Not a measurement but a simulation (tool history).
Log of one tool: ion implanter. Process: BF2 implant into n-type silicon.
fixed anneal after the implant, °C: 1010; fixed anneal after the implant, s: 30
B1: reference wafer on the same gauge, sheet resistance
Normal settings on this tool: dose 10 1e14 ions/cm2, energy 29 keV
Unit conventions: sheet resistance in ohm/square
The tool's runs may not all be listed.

Run 1, day 0: usual settings; B1 163.95. Result: sheet resistance 150.85 ohm/square.
Run 2, day 1.771: usual settings but energy 22.5 keV; B1 163.98. Result: sheet resistance 162.82 ohm/square.
Run 3, day 8.358: usual settings but energy 22.5 keV; B1 164.05. Result: sheet resistance 162.6 ohm/square.
Run 4, day 11.583: usual settings but energy 22.5 keV; B1 164.14. Result: sheet resistance 162.69 ohm/square.
Run 5, day 15.642: usual settings; B1 163.99. Result: sheet resistance 151.07 ohm/square.
Run 6, day 18.729: usual settings; B1 164.07. Result: sheet resistance 150.32 ohm/square.
Run 7, day 22.358: usual settings but dose 8.69 1e14 ions/cm2; B1 164.02. Result: sheet resistance 163.15 ohm/square.
Run 8, day 24.158: usual settings but energy 34 keV; B1 163.86. Result: sheet resistance 143.99 ohm/square.
Run 9, day 26.571: usual settings but energy 34 keV; B1 163.94. Result: sheet resistance 144.38 ohm/square.
Run 10, day 30.392: usual settings but energy 34 keV; B1 164.05. Result: sheet resistance 143.93 ohm/square.
Run 11, day 32.038: usual settings; B1 164. Result: sheet resistance 150.53 ohm/square.
At day 35.638: Faraday cup replaced and dose calibrated.
Run 12, day 35.658: usual settings; B1 164.01. Result: sheet resistance 151.09 ohm/square.
Run 13, day 36.958: usual settings; B1 163.98. Result: sheet resistance 150.41 ohm/square.
Run 14, day 39.512: usual settings; B1 164.08. Result: sheet resistance 150.38 ohm/square.
Run 15, day 41.767: usual settings but dose 11.27 1e14 ions/cm2; B1 164.07. Result: sheet resistance 142.69 ohm/square.
Run 16, day 44.962: usual settings but dose 12.28 1e14 ions/cm2, energy 26 keV; B1 163.94. Result: sheet resistance 143.33 ohm/square.
Run 17, day 47.817: usual settings but dose 8.94 1e14 ions/cm2; B1 164.05. Result: sheet resistance 159.79 ohm/square.
Run 18, day 50.3: usual settings but dose 7.22 1e14 ions/cm2, energy 37.5 keV; B1 163.93. Result: sheet resistance 173.75 ohm/square.
Run 19, day 53.538: usual settings but dose 8.51 1e14 ions/cm2, energy 38 keV; B1 164.2. Result: sheet resistance 154.4 ohm/square.
Run 20, day 55.504: usual settings; B1 164.08. Result: sheet resistance 150.61 ohm/square.
Run 21, day 57.579: usual settings but dose 11.51 1e14 ions/cm2; B1 163.9. Result: sheet resistance 141.91 ohm/square.
At day 59.458: extraction supply calibrated.
Run 22, day 60.658: usual settings but dose 11.44 1e14 ions/cm2; B1 164.09. Result: sheet resistance 141.93 ohm/square.
Run 23, day 63.921: usual settings; B1 163.95. Result: sheet resistance 151.27 ohm/square.
At day 66.433: gauge calibrated.
Run 24, day 67.771: usual settings but dose 12.26 1e14 ions/cm2; B1 164.16. Result: sheet resistance 138.49 ohm/square.
Run 25, day 69.779: usual settings; B1 164.1. Result: sheet resistance 150.62 ohm/square.
Run 26, day 73.162: usual settings but dose 11.19 1e14 ions/cm2, energy 32.5 keV; B1 163.91. Result: sheet resistance 137.38 ohm/square.
Run 27, day 74.704: usual settings but dose 7.51 1e14 ions/cm2, energy 22.5 keV; B1 163.91. Result: sheet resistance 188.57 ohm/square.
Run 28, day 78.175: usual settings but dose 10.76 1e14 ions/cm2, energy 36 keV; B1 164.12. Result: sheet resistance 135.74 ohm/square.
Run 29, day 81.379: usual settings but energy 36.5 keV; B1 164.02. Result: sheet resistance 140.82 ohm/square.
Run 30, day 82.938: usual settings but dose 11.82 1e14 ions/cm2, energy 33.5 keV; B1 163.83. Result: sheet resistance 133.95 ohm/square.
Run 31, day 86.333: usual settings but dose 12.01 1e14 ions/cm2, energy 23 keV; B1 164. Result: sheet resistance 149.78 ohm/square.
Run 32, day 89.129: usual settings but dose 7.07 1e14 ions/cm2, energy 23 keV; B1 164.01. Result: sheet resistance 195.78 ohm/square.
At day 89.667: Faraday cup replaced and dose calibrated.
Run 33, day 91.329: usual settings but energy 21 keV; B1 163.79. Result: sheet resistance 166.17 ohm/square.
Run 34, day 94.633: usual settings but dose 11.38 1e14 ions/cm2, energy 19.5 keV; B1 164.1. Result: sheet resistance 162.91 ohm/square.
Run 35, day 98.579: usual settings but dose 12.87 1e14 ions/cm2; B1 164.08. Result: sheet resistance 135.71 ohm/square.
Run 36, day 101.704: usual settings but dose 12.5 1e14 ions/cm2, energy 23 keV; B1 163.93. Result: sheet resistance 148.54 ohm/square.

What the log doesn't show, run by run:
deviation of the true dose from the Faraday cup's reading, %: 0 across all the runs
deviation of the true energy from its setpoint, %: 0 across all the runs
gauge reads high (%): 0 across all the runs
